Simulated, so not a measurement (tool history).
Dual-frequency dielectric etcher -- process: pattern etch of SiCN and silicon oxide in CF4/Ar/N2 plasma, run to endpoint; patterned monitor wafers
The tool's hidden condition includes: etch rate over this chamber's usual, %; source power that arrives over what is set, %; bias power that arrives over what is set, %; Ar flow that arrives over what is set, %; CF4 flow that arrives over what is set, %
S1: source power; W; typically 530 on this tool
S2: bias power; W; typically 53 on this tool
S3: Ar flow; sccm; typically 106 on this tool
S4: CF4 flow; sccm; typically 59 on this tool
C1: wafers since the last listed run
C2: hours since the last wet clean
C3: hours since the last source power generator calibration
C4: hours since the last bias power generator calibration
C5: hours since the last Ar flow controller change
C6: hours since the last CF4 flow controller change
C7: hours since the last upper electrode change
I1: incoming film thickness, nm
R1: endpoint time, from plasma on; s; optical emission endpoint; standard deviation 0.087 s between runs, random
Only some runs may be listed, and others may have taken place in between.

run	hour	S1	S2	S3	S4	C1	C2	C3	C4	C5	C6	C7	I1	R1
1	0	530	53	106	64	0	592.2	2042.2	3058.5	4526.5	528.8	2748.1	13.43	15.1
# hour 18.4: wet clean of the chamber
2	64.4	530	53	116	59	751	46	2106.6	3122.9	4590.9	593.2	2812.5	13.57	16.8
3	114.8	530	53	106	59	823	96.4	2157	3173.3	4641.3	643.6	2862.9	13.54	16.1
4	219.5	530	53	106	59	1711	201.1	2261.7	3278	4746	748.3	2967.6	13.5	16
5	269	530	53	106	59	809	250.6	2311.2	3327.5	4795.5	797.8	3017.1	13.58	15.9
6	327.9	530	53	106	59	962	309.5	2370.1	3386.4	4854.4	856.7	3076	13.52	15.7
7	394.9	530	53	106	59	1095	376.5	2437.1	3453.4	4921.4	923.7	3143	13.7	16.1
8	466.2	530	53	106	59	1165	447.8	2508.4	3524.7	4992.7	995	3214.3	13.63	15.9
9	516.5	530	53	106	59	822	498.1	2558.7	3575	5043	1045.3	3264.6	13.69	15.9
# hour 612.4: wet clean of the chamber
10	612.9	430	53	106	59	1183	0.5	2655.1	3671.4	5139.4	1141.7	3361	13.6	20.7
11	676.4	530	53	106	59	1037	64	2718.6	3734.9	5202.9	1205.2	3424.5	13.4	15.9
12	743.6	530	53	115	59	1098	131.2	2785.8	3802.1	5270.1	1272.4	3491.7	13.57	16.4
# hour 798.3: Ar flow controller replaced
13	803.3	590	59	117	51	877	190.9	2845.5	3861.8	5	1332.1	3551.4	13.58	14.7
14	860.6	530	53	106	59	936	248.2	2902.8	3919.1	62.3	1389.4	3608.7	13.7	16
# hour 914.1: CF4 flow controller replaced
15	948.5	660	53	106	48	1338	336.1	2990.7	4007	150.2	34.4	3696.6	13.51	12.9
# hour 1028.3: upper electrode replaced
16	1041	530	53	106	59	1119	428.6	3083.2	4099.5	242.7	126.9	12.7	13.58	15.6
# hour 1102.5: bias power generator calibrated
17	1103.4	530	53	106	59	954	491	3145.6	0.9	305.1	189.3	75.1	13.62	15.7
18	1151.8	530	45	106	52	791	539.4	3194	49.3	353.5	237.7	123.5	13.58	16.8
19	1203.7	530	53	106	67	848	591.3	3245.9	101.2	405.4	289.6	175.4	13.61	15
20	1247.6	530	44	106	59	717	635.2	3289.8	145.1	449.3	333.5	219.3	13.68	16.5
# hour 1283.7: wet clean of the chamber
21	1300.6	530	53	106	59	473	16.9	3342.8	198.1	502.3	386.5	272.3	13.51	16.2
# hour 1321.4: source power generator calibrated
22	1615.1	600	53	127	72	5074	331.4	293.7	512.6	816.8	701	586.8	13.71	14
23	1655.5	530	53	106	52	660	371.8	334.1	553	857.2	741.4	627.2	13.66	16.4

What differs in the tool's unlogged condition from the final listed run ahead of each entry between runs to the first listed run following it?
Run 1 -> run 2: wet clean of the chamber (hour 18.4)
  etch rate over this chamber's usual, %: 4.81 -> -0.188
  measured value less the no-hidden-state value, R1: -0.7 -> +0 s
Run 9 -> run 10: wet clean of the chamber (hour 612.4)
  etch rate over this chamber's usual, %: 3.89 -> 0.126
  measured value less the no-hidden-state value, R1: -0.7 -> -0.1 s
Run 12 -> run 13: Ar flow controller replaced (hour 798.3)
  etch rate over this chamber's usual, %: 1.3 -> 1.84
  measured value less the no-hidden-state value, R1: -0.2 -> -0.3 s
Run 14 -> run 15: CF4 flow controller replaced (hour 914.1)
  etch rate over this chamber's usual, %: 2.36 -> 3.15
  measured value less the no-hidden-state value, R1: -0.4 -> -0.4 s
Run 15 -> run 16: upper electrode replaced (hour 1028.3)
  etch rate over this chamber's usual, %: 3.15 -> 3.99
  measured value less the no-hidden-state value, R1: -0.4 -> -0.6 s
Run 16 -> run 17: bias power generator calibrated (hour 1102.5)
  etch rate over this chamber's usual, %: 3.99 -> 4.55
  measured value less the no-hidden-state value, R1: -0.6 -> -0.7 s
Run 20 -> run 21: wet clean of the chamber (hour 1283.7)
  etch rate over this chamber's usual, %: 5.85 -> -0.137
  measured value less the no-hidden-state value, R1: -1 -> +0 s
Run 21 -> run 22: source power generator calibrated (hour 1321.4)
  etch rate over this chamber's usual, %: -0.137 -> 2.7
  measured value less the no-hidden-state value, R1: +0 -> -0.4 s
